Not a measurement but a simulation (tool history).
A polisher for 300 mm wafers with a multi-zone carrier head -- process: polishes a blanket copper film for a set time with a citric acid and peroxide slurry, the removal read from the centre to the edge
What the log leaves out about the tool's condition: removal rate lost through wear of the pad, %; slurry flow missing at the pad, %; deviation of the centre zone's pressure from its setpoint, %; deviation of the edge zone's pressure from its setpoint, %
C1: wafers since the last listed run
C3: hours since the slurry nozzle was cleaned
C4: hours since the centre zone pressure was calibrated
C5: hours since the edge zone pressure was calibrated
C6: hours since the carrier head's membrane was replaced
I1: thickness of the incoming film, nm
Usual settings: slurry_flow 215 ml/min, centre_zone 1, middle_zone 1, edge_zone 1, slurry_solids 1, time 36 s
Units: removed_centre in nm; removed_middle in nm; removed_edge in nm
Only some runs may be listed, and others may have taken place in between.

Run 1, hour 0: usual settings; C1 0; wafers polished on this pad 2685; C3 287.5; C4 1040.1; C5 59.9; C6 213.6; I1 840.4. Result: removed_centre 48.3 nm, removed_middle 44.6 nm, removed_edge 45.1 nm.
Run 2, hour 52: usual settings but middle_zone 1.08; C1 523; wafers polished on this pad 3208; C3 339.5; C4 1092.1; C5 111.9; C6 265.6; I1 858.1. Result: removed_centre 47.9 nm, removed_middle 47.3 nm, removed_edge 43.8 nm.
Run 3, hour 121.4: usual settings but slurry_flow 280 ml/min, middle_zone 0.89, slurry_solids 0.75, time 45 s; C1 698; wafers polished on this pad 3906; C3 408.9; C4 1161.5; C5 181.3; C6 335; I1 844. Result: removed_centre 57.3 nm, removed_middle 48.5 nm, removed_edge 52.7 nm.
Run 4, hour 173.1: usual settings but slurry_solids 0.9, time 31 s; C1 520; wafers polished on this pad 4426; C3 460.6; C4 1213.2; C5 233; C6 386.7; I1 844.6. Result: removed_centre 40 nm, removed_middle 37.5 nm, removed_edge 37.3 nm.
At hour 183.5: slurry nozzle cleaned.
At hour 203.5: worn pad replaced by a new one.
Run 5, hour 212: usual settings but middle_zone 0.97, time 31 s; C1 340; wafers polished on this pad 85; C3 28.5; C4 1252.1; C5 271.9; C6 425.6; I1 848.4. Result: removed_centre 40.9 nm, removed_middle 37.3 nm, removed_edge 38.7 nm.
At hour 247.7: centre zone pressure recalibrated.
Run 6, hour 248.2: usual settings but middle_zone 1.07, slurry_solids 0.9; C1 344; wafers polished on this pad 429; C3 64.7; C4 0.5; C5 308.1; C6 461.8; I1 856.2. Result: removed_centre 44.7 nm, removed_middle 46.8 nm, removed_edge 43 nm.
Run 7, hour 293.1: usual settings; C1 451; wafers polished on this pad 881; C3 109.6; C4 45.4; C5 353; C6 506.7; I1 846.7. Result: removed_centre 45.4 nm, removed_middle 44.2 nm, removed_edge 44.1 nm.
Run 8, hour 504.1: usual settings but time 46 s; C1 2122; wafers polished on this pad 3003; C3 320.6; C4 256.4; C5 564; C6 717.7; I1 863.5. Result: removed_centre 58.7 nm, removed_middle 56.5 nm, removed_edge 56.1 nm.
Run 9, hour 542.9: usual settings but middle_zone 1.12, edge_zone 1.08, slurry_solids 0.7, time 32 s; C1 390; wafers polished on this pad 3393; C3 359.4; C4 295.2; C5 602.8; C6 756.5; I1 853.7. Result: removed_centre 37.8 nm, removed_middle 40.7 nm, removed_edge 37.9 nm.
At hour 577.4: edge zone pressure recalibrated.
At hour 602.8: carrier head's membrane replaced by a new one.
Run 10, hour 603.2: usual settings but slurry_flow 155 ml/min, edge_zone 1.04; C1 536; wafers polished on this pad 3930; C3 419.7; C4 355.5; C5 25.8; C6 0.4; I1 861.8. Result: removed_centre 45 nm, removed_middle 42.3 nm, removed_edge 43.5 nm.
Run 11, hour 630.7: usual settings; C1 276; wafers polished on this pad 4206; C3 447.2; C4 383; C5 53.3; C6 27.9; I1 837.3. Result: removed_centre 46.1 nm, removed_middle 44 nm, removed_edge 44.5 nm.
At hour 648.8: slurry nozzle cleaned.
Run 12, hour 689.6: usual settings but slurry_flow 260 ml/min; C1 582; wafers polished on this pad 4789; C3 40.8; C4 441.9; C5 112.2; C6 86.8; I1 848.1. Result: removed_centre 48.4 nm, removed_middle 46.9 nm, removed_edge 44.8 nm.
At hour 711.6: worn pad replaced by a new one.
Run 13, hour 761: usual settings but edge_zone 0.93, time 30 s; C1 677; wafers polished on this pad 496; C3 112.2; C4 513.3; C5 183.6; C6 158.2; I1 857.5. Result: removed_centre 39.4 nm, removed_middle 37 nm, removed_edge 35.9 nm.
Run 14, hour 821.2: usual settings but centre_zone 0.95, edge_zone 0.95, time 24 s; C1 605; wafers polished on this pad 1102; C3 172.4; C4 573.5; C5 243.8; C6 218.4; I1 849.6. Result: removed_centre 29.1 nm, removed_middle 29.2 nm, removed_edge 29.6 nm.
Run 15, hour 878.7: usual settings but edge_zone 1.09, slurry_solids 0.75; C1 578; wafers polished on this pad 1680; C3 229.9; C4 631; C5 301.3; C6 275.9; I1 859.9. Result: removed_centre 44.1 nm, removed_middle 41.4 nm, removed_edge 42.7 nm.
Run 16, hour 920.8: usual settings but centre_zone 1.06, middle_zone 0.94, edge_zone 0.89, time 48 s; C1 423; wafers polished on this pad 2103; C3 272; C4 673.1; C5 343.4; C6 318; I1 851.7. Result: removed_centre 66.7 nm, removed_middle 56.2 nm, removed_edge 55.5 nm.
Run 17, hour 948.4: usual settings but slurry_flow 260 ml/min, slurry_solids 0.8; C1 277; wafers polished on this pad 2381; C3 299.6; C4 700.7; C5 371; C6 345.6; I1 847.7. Result: removed_centre 45.8 nm, removed_middle 43.9 nm, removed_edge 42.5 nm.
Run 18, hour 977.7: usual settings; C1 294; wafers polished on this pad 2676; C3 328.9; C4 730; C5 400.3; C6 374.9; I1 852.3. Result: removed_centre 47 nm, removed_middle 43.6 nm, removed_edge 45 nm.
Run 19, hour 1023.5: usual settings but centre_zone 1.07; C1 460; wafers polished on this pad 3137; C3 374.7; C4 775.8; C5 446.1; C6 420.7; I1 835.6. Result: removed_centre 50.6 nm, removed_middle 44.3 nm, removed_edge 44.9 nm.
At hour 1038.6: slurry nozzle cleaned.
Run 20, hour 1064.9: usual settings but middle_zone 0.94, time 42 s; C1 406; wafers polished on this pad 3543; C3 26.3; C4 817.2; C5 487.5; C6 462.1; I1 852. Result: removed_centre 55.2 nm, removed_middle 50.2 nm, removed_edge 52.1 nm.

What if the next run were any one of these 5? Each begins from the tool's condition after run 20:
Run A, hour 1065.3: usual settings but slurry_solids 1.15; C1 4; wafers polished on this pad 3547; C3 26.7; C4 817.6; C5 487.9; C6 462.5; I1 859.7. Result: removed_centre ?, removed_middle ?, removed_edge ?.
Run B, hour 1065.3: usual settings but time 41 s; C1 4; wafers polished on this pad 3547; C3 26.7; C4 817.6; C5 487.9; C6 462.5; I1 859.7. Result: removed_centre ?, removed_middle ?, removed_edge ?.
Run C, hour 1065.3: usual settings but centre_zone 0.95; C1 4; wafers polished on this pad 3547; C3 26.7; C4 817.6; C5 487.9; C6 462.5; I1 859.7. Result: removed_centre ?, removed_middle ?, removed_edge ?.
Run D, hour 1065.3: usual settings but edge_zone 1.04; C1 4; wafers polished on this pad 3547; C3 26.7; C4 817.6; C5 487.9; C6 462.5; I1 859.7. Result: removed_centre ?, removed_middle ?, removed_edge ?.
Run E, hour 1065.3: usual settings but slurry_flow 265 ml/min, centre_zone 1.07, slurry_solids 1.2; C1 4; wafers polished on this pad 3547; C3 26.7; C4 817.6; C5 487.9; C6 462.5; I1 859.7. Result: removed_centre ?, removed_middle ?, removed_edge ?.

run  removed_centre  removed_middle  removed_edge
  A            49.3            46.6          45.8
  B            54.5            51.6          50.6
  C            45.4            45.3          44.4
  D            47.8            45.3          45.1
  E            54.2            47.8          46.8
With the hidden condition removed and each run's random variation left untouched, the same runs would have given:
run  removed_centre  removed_middle  removed_edge
  A            46.8            46.7          45.8
  B            51.8            51.6          50.6
  C            43.2            45.3          44.4
  D            45.5            45.3          45.1
  E            51.5            47.8          46.8
